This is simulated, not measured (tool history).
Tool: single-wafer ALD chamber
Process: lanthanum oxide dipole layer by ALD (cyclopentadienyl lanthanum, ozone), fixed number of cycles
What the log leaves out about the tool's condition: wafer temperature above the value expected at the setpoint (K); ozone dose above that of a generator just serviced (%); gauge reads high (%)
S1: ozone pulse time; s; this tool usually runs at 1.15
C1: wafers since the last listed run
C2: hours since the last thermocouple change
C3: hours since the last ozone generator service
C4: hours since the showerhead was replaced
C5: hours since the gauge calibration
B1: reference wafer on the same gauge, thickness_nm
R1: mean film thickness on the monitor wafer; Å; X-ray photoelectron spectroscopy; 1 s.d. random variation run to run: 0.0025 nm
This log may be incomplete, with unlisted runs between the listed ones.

Run 1, hour 0: usual settings; C1 0; C2 2582.4; C3 304.3; C4 6124.7; C5 288.4; B1 0.48. Result: R1 5.28 Å.
Run 2, hour 20.1: usual settings but S1 0.94 s; C1 342; C2 2602.5; C3 324.4; C4 6144.8; C5 308.5; B1 0.48. Result: R1 4.84 Å.
Run 3, hour 36.9: usual settings but S1 0.94 s; C1 286; C2 2619.3; C3 341.2; C4 6161.6; C5 325.3; B1 0.48. Result: R1 4.86 Å.
Run 4, hour 50: usual settings but S1 0.94 s; C1 223; C2 2632.4; C3 354.3; C4 6174.7; C5 338.4; B1 0.48. Result: R1 4.81 Å.
Run 5, hour 76.8: usual settings; C1 456; C2 2659.2; C3 381.1; C4 6201.5; C5 365.2; B1 0.48. Result: R1 5.31 Å.
Run 6, hour 89.6: usual settings but S1 0.84 s; C1 218; C2 2672; C3 393.9; C4 6214.3; C5 378; B1 0.48. Result: R1 4.48 Å.
Run 7, hour 114.2: usual settings but S1 0.84 s; C1 419; C2 2696.6; C3 418.5; C4 6238.9; C5 402.6; B1 0.48. Result: R1 4.47 Å.
Run 8, hour 143.6: usual settings but S1 1.06 s; C1 501; C2 2726; C3 447.9; C4 6268.3; C5 432; B1 0.481. Result: R1 5.17 Å.
Run 9, hour 178.5: usual settings but S1 1.06 s; C1 594; C2 2760.9; C3 482.8; C4 6303.2; C5 466.9; B1 0.479. Result: R1 5.14 Å.
Run 10, hour 193.1: usual settings but S1 1.06 s; C1 248; C2 2775.5; C3 497.4; C4 6317.8; C5 481.5; B1 0.479. Result: R1 5.1 Å.
Run 11, hour 215: usual settings; C1 373; C2 2797.4; C3 519.3; C4 6339.7; C5 503.4; B1 0.48. Result: R1 5.32 Å.
Run 12, hour 244: usual settings; C1 494; C2 2826.4; C3 548.3; C4 6368.7; C5 532.4; B1 0.48. Result: R1 5.28 Å.
Run 13, hour 267: usual settings; C1 392; C2 2849.4; C3 571.3; C4 6391.7; C5 555.4; B1 0.48. Result: R1 5.34 Å.
Run 14, hour 298.2: usual settings; C1 531; C2 2880.6; C3 602.5; C4 6422.9; C5 586.6; B1 0.48. Result: R1 5.26 Å.
Run 15, hour 322.5: usual settings; C1 414; C2 2904.9; C3 626.8; C4 6447.2; C5 610.9; B1 0.479. Result: R1 5.27 Å.
Run 16, hour 422.3: usual settings; C1 1701; C2 3004.7; C3 726.6; C4 6547; C5 710.7; B1 0.48. Result: R1 5.31 Å.
At hour 438.3: showerhead replaced.
Run 17, hour 446.7: usual settings; C1 279; C2 3029.1; C3 751; C4 8.4; C5 735.1; B1 0.481. Result: R1 5.31 Å.
Run 18, hour 476: usual settings but S1 1.43 s; C1 499; C2 3058.4; C3 780.3; C4 37.7; C5 764.4; B1 0.48. Result: R1 5.64 Å.
At hour 494.8: ozone generator serviced.
Run 19, hour 503.8: usual settings but S1 1.5 s; C1 337; C2 3086.2; C3 9; C4 65.5; C5 792.2; B1 0.48. Result: R1 5.67 Å.
At hour 524.6: thermocouple changed; heater temperature recalibrated.
Run 20, hour 535.3: usual settings but S1 1.4 s; C1 400; C2 10.7; C3 40.5; C4 97; C5 823.7; B1 0.48. Result: R1 5.63 Å.
Run 21, hour 562.1: usual settings but S1 0.79 s; C1 456; C2 37.5; C3 67.3; C4 123.8; C5 850.5; B1 0.48. Result: R1 4.24 Å.
Run 22, hour 582.6: usual settings but S1 1.49 s; C1 349; C2 58; C3 87.8; C4 144.3; C5 871; B1 0.48. Result: R1 5.68 Å.
Run 23, hour 610.1: usual settings; C1 468; C2 85.5; C3 115.3; C4 171.8; C5 898.5; B1 0.48. Result: R1 5.34 Å.
Run 24, hour 624.1: usual settings; C1 238; C2 99.5; C3 129.3; C4 185.8; C5 912.5; B1 0.479. Result: R1 5.37 Å.
At hour 639.2: gauge calibrated.
Run 25, hour 643.6: usual settings but S1 0.82 s; C1 332; C2 119; C3 148.8; C4 205.3; C5 4.4; B1 0.481. Result: R1 4.36 Å.
Run 26, hour 662.6: usual settings but S1 1.28 s; C1 323; C2 138; C3 167.8; C4 224.3; C5 23.4; B1 0.48. Result: R1 5.5 Å.
Run 27, hour 680: usual settings but S1 0.94 s; C1 296; C2 155.4; C3 185.2; C4 241.7; C5 40.8; B1 0.48. Result: R1 4.85 Å.
Run 28, hour 712.5: usual settings but S1 1.39 s; C1 554; C2 187.9; C3 217.7; C4 274.2; C5 73.3; B1 0.479. Result: R1 5.62 Å.
Run 29, hour 737.5: usual settings but S1 1 s; C1 426; C2 212.9; C3 242.7; C4 299.2; C5 98.3; B1 0.479. Result: R1 4.99 Å.
Run 30, hour 767.4: usual settings but S1 0.74 s; C1 509; C2 242.8; C3 272.6; C4 329.1; C5 128.2; B1 0.479. Result: R1 3.98 Å.
Run 31, hour 781.8: usual settings but S1 1.37 s; C1 245; C2 257.2; C3 287; C4 343.5; C5 142.6; B1 0.48. Result: R1 5.61 Å.
Run 32, hour 804.6: usual settings but S1 1.56 s; C1 388; C2 280; C3 309.8; C4 366.3; C5 165.4; B1 0.481. Result: R1 5.74 Å.
Run 33, hour 827.2: usual settings but S1 1.6 s; C1 385; C2 302.6; C3 332.4; C4 388.9; C5 188; B1 0.48. Result: R1 5.72 Å.
Run 34, hour 847.6: usual settings but S1 0.88 s; C1 347; C2 323; C3 352.8; C4 409.3; C5 208.4; B1 0.48. Result: R1 4.64 Å.

List, for all runs, the conditions of the tool that the log does not record:
wafer temperature above the value expected at the setpoint (K): 0 across all the runs
ozone dose above that of a generator just serviced (%): 0 across all the runs
gauge reads high (%): 0 across all the runs
